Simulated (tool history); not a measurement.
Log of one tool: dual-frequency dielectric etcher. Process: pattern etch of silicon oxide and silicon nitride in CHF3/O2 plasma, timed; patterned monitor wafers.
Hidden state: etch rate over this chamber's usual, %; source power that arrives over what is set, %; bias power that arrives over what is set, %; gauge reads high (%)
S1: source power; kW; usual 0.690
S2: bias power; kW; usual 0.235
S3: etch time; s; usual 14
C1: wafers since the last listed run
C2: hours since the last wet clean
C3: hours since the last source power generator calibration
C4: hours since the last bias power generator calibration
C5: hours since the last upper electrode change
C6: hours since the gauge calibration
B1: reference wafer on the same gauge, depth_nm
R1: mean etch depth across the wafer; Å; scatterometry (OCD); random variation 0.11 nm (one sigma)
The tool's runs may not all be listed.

run   hour     S1     S2  S3   C1     C2      C3      C4      C5     C6     B1     R1
  1    0.0  0.690  0.235  14    0  119.0  3910.7  2041.8  5294.9  307.7  20.37  234.2
  2   31.3  0.690  0.235  14  414  150.3  3942.0  2073.1  5326.2  339.0  20.38  234.2
  3   84.8  0.690  0.235  14  707  203.8  3995.5  2126.6  5379.7  392.5  20.39  232.9
  4  118.7  0.690  0.278  14  448  237.7  4029.4  2160.5  5413.6  426.4  20.42  243.1
  5  188.2  0.690  0.278  14  919  307.2  4098.9  2230.0  5483.1  495.9  20.40  245.2
     199.0  -- gauge calibrated
  6  245.7  0.690  0.278  14  760  364.7  4156.4  2287.5  5540.6   46.7  20.41  247.9
     255.0  -- source power generator calibrated
  7  277.3  0.690  0.189  14  365  396.3    22.3  2319.1  5572.2   78.3  20.41  221.2
     365.6  -- upper electrode replaced
  8  366.1  0.690  0.235  11  857  485.1   111.1  2407.9     0.5  167.1  20.37  183.0
     396.4  -- bias power generator calibrated
  9  402.4  0.690  0.235  14  427  521.4   147.4     6.0    36.8  203.4  20.39  231.0
 10  441.8  0.540  0.235  16  521  560.8   186.8    45.4    76.2  242.8  20.39  246.7

Run 11 comes next. What will it give?
     498.7  -- wet clean of the chamber
 11  499.2  0.690  0.235  14  441  0.5  244.2  102.8  133.6  300.2   ?   ?

{"run 11": {"B1": 20.41, "R1": 233.7}}
Without the tool's hidden state the same run would have given R1 233.7 Å.

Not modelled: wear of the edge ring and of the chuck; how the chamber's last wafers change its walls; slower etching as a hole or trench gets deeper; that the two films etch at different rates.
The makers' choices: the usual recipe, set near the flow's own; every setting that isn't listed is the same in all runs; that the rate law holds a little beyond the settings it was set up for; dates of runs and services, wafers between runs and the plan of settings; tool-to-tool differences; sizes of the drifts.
